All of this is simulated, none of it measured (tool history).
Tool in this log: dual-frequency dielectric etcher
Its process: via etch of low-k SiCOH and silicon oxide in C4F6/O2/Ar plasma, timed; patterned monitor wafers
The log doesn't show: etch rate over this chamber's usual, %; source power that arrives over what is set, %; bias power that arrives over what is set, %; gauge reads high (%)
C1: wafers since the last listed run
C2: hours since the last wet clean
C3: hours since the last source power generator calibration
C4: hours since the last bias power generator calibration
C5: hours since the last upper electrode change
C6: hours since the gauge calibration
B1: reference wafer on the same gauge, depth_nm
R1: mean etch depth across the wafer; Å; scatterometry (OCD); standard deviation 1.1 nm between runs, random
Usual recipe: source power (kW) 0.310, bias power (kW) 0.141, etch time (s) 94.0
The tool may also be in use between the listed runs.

run 1 hour=0.0 | source_power_(kW)=0.310 bias_power_(kW)=0.141 etch_time_(s)=76.0 | C1=0 C2=77.1 C3=2761.6 C4=2715.5 C5=3817.0 C6=189.1 | B1=194.0 | R1=1735
run 2 hour=16.5 | source_power_(kW)=0.310 bias_power_(kW)=0.141 etch_time_(s)=94.0 | C1=103 C2=93.6 C3=2778.1 C4=2732.0 C5=3833.5 C6=205.6 | B1=194.1 | R1=2125
run 3 hour=26.4 | source_power_(kW)=0.310 bias_power_(kW)=0.141 etch_time_(s)=94.0 | C1=61 C2=103.5 C3=2788.0 C4=2741.9 C5=3843.4 C6=215.5 | B1=194.0 | R1=2118
-- hour=38.5 gauge calibrated
run 4 hour=43.3 | source_power_(kW)=0.260 bias_power_(kW)=0.128 etch_time_(s)=94.0 | C1=105 C2=120.4 C3=2804.9 C4=2758.8 C5=3860.3 C6=4.8 | B1=194.2 | R1=1887
run 5 hour=51.6 | source_power_(kW)=0.260 bias_power_(kW)=0.128 etch_time_(s)=94.0 | C1=51 C2=128.7 C3=2813.2 C4=2767.1 C5=3868.6 C6=13.1 | B1=193.9 | R1=1886
run 6 hour=65.0 | source_power_(kW)=0.260 bias_power_(kW)=0.128 etch_time_(s)=94.0 | C1=83 C2=142.1 C3=2826.6 C4=2780.5 C5=3882.0 C6=26.5 | B1=194.0 | R1=1883
run 7 hour=77.9 | source_power_(kW)=0.340 bias_power_(kW)=0.141 etch_time_(s)=94.0 | C1=80 C2=155.0 C3=2839.5 C4=2793.4 C5=3894.9 C6=39.4 | B1=193.9 | R1=2199
run 8 hour=83.9 | source_power_(kW)=0.340 bias_power_(kW)=0.141 etch_time_(s)=94.0 | C1=37 C2=161.0 C3=2845.5 C4=2799.4 C5=3900.9 C6=45.4 | B1=194.0 | R1=2204
run 9 hour=96.7 | source_power_(kW)=0.340 bias_power_(kW)=0.141 etch_time_(s)=94.0 | C1=80 C2=173.8 C3=2858.3 C4=2812.2 C5=3913.7 C6=58.2 | B1=194.0 | R1=2233
run 10 hour=109.8 | source_power_(kW)=0.280 bias_power_(kW)=0.165 etch_time_(s)=94.0 | C1=81 C2=186.9 C3=2871.4 C4=2825.3 C5=3926.8 C6=71.3 | B1=193.8 | R1=2164
run 11 hour=120.8 | source_power_(kW)=0.360 bias_power_(kW)=0.174 etch_time_(s)=85.0 | C1=68 C2=197.9 C3=2882.4 C4=2836.3 C5=3937.8 C6=82.3 | B1=194.0 | R1=2209

Predict the results of run 12:
-- hour=132.0 bias power generator calibrated
run 12 hour=163.3 | source_power_(kW)=0.360 bias_power_(kW)=0.166 etch_time_(s)=109.5 | C1=240 C2=240.4 C3=2924.9 C4=31.3 C5=3980.3 C6=124.8 | B1=? | R1=?

{"run 12": {"B1": 193.6, "R1": 2802}}
On a tool with no hidden condition, and with the same random variation, this run would have come out at R1 2864 Å.

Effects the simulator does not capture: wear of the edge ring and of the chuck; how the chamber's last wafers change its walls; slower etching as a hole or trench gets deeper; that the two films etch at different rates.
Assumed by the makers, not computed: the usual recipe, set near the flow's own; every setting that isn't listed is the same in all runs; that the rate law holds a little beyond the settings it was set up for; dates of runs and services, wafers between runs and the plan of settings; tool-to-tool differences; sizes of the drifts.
